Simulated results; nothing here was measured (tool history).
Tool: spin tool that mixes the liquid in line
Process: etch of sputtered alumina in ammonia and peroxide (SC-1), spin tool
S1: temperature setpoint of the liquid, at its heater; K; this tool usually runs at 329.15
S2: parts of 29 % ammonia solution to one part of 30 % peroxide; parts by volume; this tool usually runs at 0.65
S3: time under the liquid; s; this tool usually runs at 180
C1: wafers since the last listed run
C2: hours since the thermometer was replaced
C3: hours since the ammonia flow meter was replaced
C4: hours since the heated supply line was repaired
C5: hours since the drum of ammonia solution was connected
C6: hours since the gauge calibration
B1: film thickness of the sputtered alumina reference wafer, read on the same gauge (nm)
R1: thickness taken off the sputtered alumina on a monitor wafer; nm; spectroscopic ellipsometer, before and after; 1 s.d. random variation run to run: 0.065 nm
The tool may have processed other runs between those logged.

run     day      S1    S2   S3    C1      C2      C3      C4      C5      C6      B1     R1
  1   0.000  329.15  0.65  260     0  1671.6  2121.6  2602.5   387.5  2167.1  149.98  19.16
      1.004  -- thermometer replaced
  2   2.192  323.65  0.65  140   458    28.5  2174.2  2655.1   440.1  2219.7  149.96   7.75
      3.725  -- gauge calibrated
  3   4.092  329.15  0.65  180   405    74.1  2219.8  2700.7   485.7     8.8  150.01  13.32
  4   5.771  329.15  0.65  180   358   114.4  2260.1  2741.0   526.0    49.1  149.99  13.35
  5   8.567  329.15  0.65  180   596   181.5  2327.2  2808.1   593.1   116.2  150.05  13.31
  6  11.338  329.15  0.65  105   590   248.0  2393.7  2874.6   659.6   182.7  149.95   7.69
  7  13.446  333.15  0.80  105   449   298.6  2444.3  2925.2   710.2   233.3  150.00   9.66
     14.979  -- heated supply line repaired
  8  15.762  334.15  0.35  260   485   354.2  2499.9    18.8   765.8   288.9  149.96  24.90
  9  18.462  329.15  0.65  145   575   419.0  2564.7    83.6   830.6   353.7  150.01  11.37
 10  19.650  332.15  0.95  120   253   447.5  2593.2   112.1   859.1   382.2  149.99  11.40
     20.762  -- ammonia flow meter replaced
 11  21.033  333.15  0.75  215   286   480.7     6.5   145.3   892.3   415.4  150.03  20.83
 12  22.912  333.15  0.80  255   400   525.8    51.6   190.4   937.4   460.5  150.03  25.07
 13  25.662  326.15  0.65  210   586   591.8   117.6   256.4  1003.4   526.5  149.96  13.97
 14  27.117  333.15  0.75  215   310   626.7   152.5   291.3  1038.3   561.4  150.02  20.98
 15  29.204  335.15  0.95  180   445   676.8   202.6   341.4  1088.4   611.5  149.97  19.91
 16  31.679  326.15  0.65  180   527   736.2   262.0   400.8  1147.8   670.9  150.05  11.95
 17  33.958  333.15  0.80  105   486   790.9   316.7   455.5  1202.5   725.6  150.01  10.31
     34.729  -- new drum of ammonia solution connected
 18  36.296  332.15  0.65  180   489   847.0   372.8   511.6    37.6   781.7  149.95  16.38
 19  39.162  329.15  0.80  180   611   915.8   441.6   580.4   106.4   850.5  149.98  14.33
 20  42.004  320.65  0.45  265   606   984.0   509.8   648.6   174.6   918.7  150.01  12.61
 21  43.958  333.65  0.95  180   416  1030.9   556.7   695.5   221.5   965.6  149.95  18.22
 22  45.954  329.15  0.75  180   425  1078.8   604.6   743.4   269.4  1013.5  150.01  14.13
 23  48.171  329.15  0.90  180   472  1132.0   657.8   796.6   322.6  1066.7  149.97  14.31
 24  49.267  323.65  0.80  245   233  1158.3   684.1   822.9   348.9  1093.0  149.99  14.36
 25  58.079  329.15  0.65  275  1879  1369.8   895.6  1034.4   560.4  1304.5  150.07  21.16

Below are 3 alternative next runs, each starting from the tool's condition after run 25. Predict each:
  A  58.100  329.15  0.65  180   4  1370.3  896.1  1034.9  560.9  1305.0   ?   ?
  B  58.100  329.15  0.75  255   4  1370.3  896.1  1034.9  560.9  1305.0   ?   ?
  C  58.100  322.65  0.45  285   4  1370.3  896.1  1034.9  560.9  1305.0   ?   ?

run      B1     R1
  A  149.97  13.91
  B  149.97  19.97
  C  149.97  14.96
Take away the tool's hidden state, keep each run's random variation, and the runs would have read:
run     R1
  A  14.24
  B  20.45
  C  15.33
